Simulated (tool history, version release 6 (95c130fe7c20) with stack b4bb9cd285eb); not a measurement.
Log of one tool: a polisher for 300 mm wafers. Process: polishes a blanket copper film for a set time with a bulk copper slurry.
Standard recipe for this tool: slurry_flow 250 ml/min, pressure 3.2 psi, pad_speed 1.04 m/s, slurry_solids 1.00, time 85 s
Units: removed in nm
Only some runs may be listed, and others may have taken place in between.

| run | hour | slurry_flow | pressure | pad_speed | slurry_solids | time | wafers since the last listed run | wafers polished on this pad | hours since the slurry nozzle was cleaned | hours since the head pressure was calibrated | hours since the slurry blender was calibrated | incoming thickness of the incoming film, nm | removed |
|---|---|---|---|---|---|---|---|---|---|---|---|---|---|
| 1 | 0.0 | 295 | 3.2 | 1.04 | 1.15 | 85 | 0 | 837 | 526.9 | 942.9 | 26.0 | 3463.7 | 739.6 |
| 2 | 11.2 | 250 | 3.2 | 1.04 | 1.00 | 104 | 107 | 945 | 538.1 | 954.1 | 37.2 | 3486.7 | 867.9 |
| 3 | 17.8 | 250 | 3.2 | 1.04 | 1.00 | 104 | 63 | 1008 | 544.7 | 960.7 | 43.8 | 3447.1 | 869.4 |
| 4 | 24.2 | 250 | 3.9 | 1.04 | 1.15 | 85 | 61 | 1070 | 551.1 | 967.1 | 50.2 | 3470.5 | 834.7 |
| 5 | 38.1 | 250 | 3.9 | 1.04 | 1.15 | 85 | 133 | 1204 | 565.0 | 981.0 | 64.1 | 3390.2 | 836.3 |
|  | 52.4 | worn pad replaced by a new one |
| 6 | 52.9 | 250 | 3.2 | 1.04 | 1.10 | 72 | 104 | 4 | 579.8 | 995.8 | 78.9 | 3446.8 | 650.6 |
| 7 | 58.9 | 250 | 3.2 | 1.04 | 1.10 | 72 | 57 | 62 | 585.8 | 1001.8 | 84.9 | 3511.6 | 648.0 |
| 8 | 73.6 | 250 | 3.2 | 1.04 | 1.00 | 85 | 141 | 204 | 600.5 | 1016.5 | 99.6 | 3417.7 | 743.0 |
| 9 | 81.8 | 250 | 3.2 | 1.04 | 1.00 | 85 | 78 | 283 | 608.7 | 1024.7 | 107.8 | 3471.1 | 743.6 |
| 10 | 90.2 | 250 | 3.2 | 1.04 | 1.00 | 85 | 80 | 364 | 617.1 | 1033.1 | 116.2 | 3499.1 | 744.8 |
| 11 | 98.6 | 250 | 3.2 | 1.04 | 1.00 | 94 | 80 | 445 | 625.5 | 1041.5 | 124.6 | 3411.6 | 810.5 |
| 12 | 108.2 | 250 | 3.2 | 1.04 | 1.00 | 94 | 92 | 537 | 635.1 | 1051.1 | 134.2 | 3457.8 | 806.9 |
|  | 114.7 | slurry nozzle cleaned |
| 13 | 115.4 | 250 | 3.2 | 1.04 | 1.00 | 85 | 59 | 597 | 0.7 | 1058.3 | 141.4 | 3399.2 | 732.6 |
| 14 | 125.7 | 250 | 3.9 | 1.04 | 1.15 | 85 | 99 | 696 | 11.0 | 1068.6 | 151.7 | 3408.6 | 858.5 |
|  | 131.1 | slurry blender recalibrated |
| 15 | 140.6 | 250 | 3.2 | 1.04 | 1.15 | 85 | 124 | 820 | 25.9 | 1083.5 | 9.5 | 3527.3 | 726.1 |
| 16 | 149.6 | 320 | 2.4 | 1.04 | 1.00 | 96 | 86 | 907 | 34.9 | 1092.5 | 18.5 | 3498.6 | 671.8 |
| 17 | 161.5 | 250 | 3.2 | 0.78 | 0.75 | 85 | 114 | 1021 | 46.8 | 1104.4 | 30.4 | 3424.3 | 529.7 |
|  | 166.1 | worn pad replaced by a new one, of another model than before |
| 18 | 168.6 | 250 | 3.2 | 1.04 | 1.00 | 73 | 29 | 24 | 53.9 | 1111.5 | 37.5 | 3474.6 | 648.4 |
|  | 185.4 | head pressure recalibrated |
| 19 | 186.5 | 320 | 3.2 | 0.88 | 1.00 | 85 | 153 | 177 | 71.8 | 1.1 | 55.4 | 3462.8 | 681.1 |
| 20 | 196.6 | 335 | 3.2 | 1.04 | 1.00 | 85 | 97 | 274 | 81.9 | 11.2 | 65.5 | 3533.5 | 758.0 |
| 21 | 211.1 | 250 | 3.2 | 1.20 | 1.00 | 73 | 139 | 414 | 96.4 | 25.7 | 80.0 | 3462.1 | 696.3 |
| 22 | 221.5 | 250 | 4.1 | 1.04 | 1.00 | 85 | 100 | 514 | 106.8 | 36.1 | 90.4 | 3448.6 | 841.9 |
| 23 | 235.3 | 250 | 3.2 | 1.04 | 1.00 | 104 | 132 | 647 | 120.6 | 49.9 | 104.2 | 3446.7 | 893.8 |
| 24 | 252.2 | 250 | 3.2 | 1.04 | 1.15 | 85 | 162 | 810 | 137.5 | 66.8 | 121.1 | 3466.7 | 735.9 |
|  | 256.9 | slurry blender recalibrated |
| 25 | 261.0 | 250 | 4.3 | 1.04 | 0.70 | 107 | 65 | 875 | 146.3 | 75.6 | 4.1 | 3452.0 | 1038.5 |
| 26 | 273.4 | 250 | 4.3 | 1.04 | 0.70 | 107 | 119 | 995 | 158.7 | 88.0 | 16.5 | 3525.7 | 1037.4 |

Run-by-run hidden state of the tool:
slurry flow missing at the pad, %: 0 at every run
deviation of the head's pressure from its setpoint, %: 0 at every run
abrasive missing from the slurry, %: 0 at every run
H1: removal rate lost through wear of the pad, %
| run | H1 |
|---|---|
| 1 | 4.69 |
| 2 | 5.21 |
| 3 | 5.51 |
| 4 | 5.81 |
| 5 | 6.46 |
| 6 | 0.114 |
| 7 | 0.393 |
| 8 | 1.08 |
| 9 | 1.46 |
| 10 | 1.85 |
| 11 | 2.24 |
| 12 | 2.69 |
| 13 | 3.03 |
| 14 | 3.51 |
| 15 | 4.2 |
| 16 | 4.62 |
| 17 | 5.18 |
| 18 | 0.309 |
| 19 | 1.14 |
| 20 | 1.61 |
| 21 | 2.29 |
| 22 | 2.78 |
| 23 | 3.42 |
| 24 | 4.21 |
| 25 | 4.62 |
| 26 | 5.19 |

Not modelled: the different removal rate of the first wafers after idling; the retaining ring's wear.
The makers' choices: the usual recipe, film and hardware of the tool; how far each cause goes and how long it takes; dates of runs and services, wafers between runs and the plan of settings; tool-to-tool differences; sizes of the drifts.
